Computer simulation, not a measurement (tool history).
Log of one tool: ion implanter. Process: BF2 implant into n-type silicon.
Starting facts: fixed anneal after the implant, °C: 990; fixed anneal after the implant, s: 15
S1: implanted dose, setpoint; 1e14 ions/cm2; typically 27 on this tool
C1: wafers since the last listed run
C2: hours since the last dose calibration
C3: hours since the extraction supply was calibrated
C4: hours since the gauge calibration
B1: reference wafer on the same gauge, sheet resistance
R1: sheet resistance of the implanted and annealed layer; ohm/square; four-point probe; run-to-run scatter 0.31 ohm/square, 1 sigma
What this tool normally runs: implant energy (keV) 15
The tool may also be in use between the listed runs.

run 1 hour=0 | S1=27 implant_energy_(keV)=15 | C1=0 C2=1575.8 C3=2929 C4=88.8 | B1=227.02 | R1=204.54
run 2 hour=16.5 | S1=27 implant_energy_(keV)=15 | C1=465 C2=1592.3 C3=2945.5 C4=105.3 | B1=226.91 | R1=204.7
run 3 hour=27.8 | S1=27 implant_energy_(keV)=15 | C1=318 C2=1603.6 C3=2956.8 C4=116.6 | B1=227.01 | R1=204.95
run 4 hour=38.4 | S1=27 implant_energy_(keV)=15 | C1=299 C2=1614.2 C3=2967.4 C4=127.2 | B1=226.88 | R1=204.8
run 5 hour=49 | S1=22.1 implant_energy_(keV)=15 | C1=299 C2=1624.8 C3=2978 C4=137.8 | B1=227.07 | R1=208.9
run 6 hour=61.9 | S1=22.1 implant_energy_(keV)=15 | C1=364 C2=1637.7 C3=2990.9 C4=150.7 | B1=227.14 | R1=209.43
run 7 hour=76.2 | S1=25.06 implant_energy_(keV)=13 | C1=403 C2=1652 C3=3005.2 C4=165 | B1=226.91 | R1=220.44
run 8 hour=85.3 | S1=27 implant_energy_(keV)=15 | C1=256 C2=1661.1 C3=3014.3 C4=174.1 | B1=226.99 | R1=204.67
run 9 hour=92 | S1=27 implant_energy_(keV)=15 | C1=189 C2=1667.8 C3=3021 C4=180.8 | B1=226.87 | R1=204.96
run 10 hour=103.5 | S1=27 implant_energy_(keV)=15 | C1=324 C2=1679.3 C3=3032.5 C4=192.3 | B1=226.88 | R1=205.01
run 11 hour=109.7 | S1=27 implant_energy_(keV)=15 | C1=174 C2=1685.5 C3=3038.7 C4=198.5 | B1=227.08 | R1=204.25
run 12 hour=119.3 | S1=27 implant_energy_(keV)=15 | C1=270 C2=1695.1 C3=3048.3 C4=208.1 | B1=226.92 | R1=204.75
run 13 hour=136.3 | S1=20.6 implant_energy_(keV)=15 | C1=479 C2=1712.1 C3=3065.3 C4=225.1 | B1=226.99 | R1=211.28
run 14 hour=144.4 | S1=20.6 implant_energy_(keV)=15 | C1=228 C2=1720.2 C3=3073.4 C4=233.2 | B1=226.97 | R1=212
run 15 hour=157.1 | S1=20.6 implant_energy_(keV)=15 | C1=358 C2=1732.9 C3=3086.1 C4=245.9 | B1=226.87 | R1=211.31
run 16 hour=168 | S1=27 implant_energy_(keV)=15 | C1=307 C2=1743.8 C3=3097 C4=256.8 | B1=227.07 | R1=204.76
run 17 hour=176.1 | S1=21.63 implant_energy_(keV)=12 | C1=228 C2=1751.9 C3=3105.1 C4=264.9 | B1=226.94 | R1=232.01
run 18 hour=185.3 | S1=19.36 implant_energy_(keV)=10 | C1=259 C2=1761.1 C3=3114.3 C4=274.1 | B1=227.01 | R1=253.51
run 19 hour=195.6 | S1=27 implant_energy_(keV)=15 | C1=290 C2=1771.4 C3=3124.6 C4=284.4 | B1=226.99 | R1=204.83
run 20 hour=232.6 | S1=27 implant_energy_(keV)=15 | C1=1044 C2=1808.4 C3=3161.6 C4=321.4 | B1=227.08 | R1=205.05
run 21 hour=244.6 | S1=23.88 implant_energy_(keV)=10 | C1=338 C2=1820.4 C3=3173.6 C4=333.4 | B1=227 | R1=248.27
-- hour=252.4 gauge calibrated
-- hour=255.3 Faraday cup replaced and dose calibrated
-- hour=261.3 extraction supply calibrated
run 22 hour=261.8 | S1=27 implant_energy_(keV)=15 | C1=92 C2=6.5 C3=0.5 C4=9.4 | B1=226.99 | R1=205.14
run 23 hour=272.3 | S1=23.69 implant_energy_(keV)=12.5 | C1=296 C2=17 C3=11 C4=19.9 | B1=227.1 | R1=225.76
run 24 hour=285.7 | S1=27 implant_energy_(keV)=15 | C1=378 C2=30.4 C3=24.4 C4=33.3 | B1=227.19 | R1=204.7
run 25 hour=313.9 | S1=27 implant_energy_(keV)=13 | C1=795 C2=58.6 C3=52.6 C4=61.5 | B1=227.06 | R1=218.69
run 26 hour=327.4 | S1=27 implant_energy_(keV)=10.5 | C1=380 C2=72.1 C3=66.1 C4=75 | B1=227 | R1=239.96
run 27 hour=345.4 | S1=29.06 implant_energy_(keV)=17 | C1=507 C2=90.1 C3=84.1 C4=93 | B1=226.88 | R1=191.34
run 28 hour=358.2 | S1=22.39 implant_energy_(keV)=16.5 | C1=361 C2=102.9 C3=96.9 C4=105.8 | B1=227.06 | R1=199.54
run 29 hour=364.9 | S1=22.1 implant_energy_(keV)=15 | C1=189 C2=109.6 C3=103.6 C4=112.5 | B1=227.04 | R1=209.58
run 30 hour=375.9 | S1=22.12 implant_energy_(keV)=12 | C1=310 C2=120.6 C3=114.6 C4=123.5 | B1=227.06 | R1=231.96
run 31 hour=390.4 | S1=23.13 implant_energy_(keV)=13.5 | C1=409 C2=135.1 C3=129.1 C4=138 | B1=226.97 | R1=218.95
run 32 hour=403.6 | S1=27 implant_energy_(keV)=11 | C1=372 C2=148.3 C3=142.3 C4=151.2 | B1=227.15 | R1=235.35
run 33 hour=421.5 | S1=20.07 implant_energy_(keV)=16.5 | C1=505 C2=166.2 C3=160.2 C4=169.1 | B1=227.05 | R1=202.72

What was the tool's hidden state at every run in the log?
deviation of the true dose from the Faraday cup's reading, %: 0 in every run
deviation of the true energy from its setpoint, %: 0 in every run
gauge reads high (%): 0 in every run
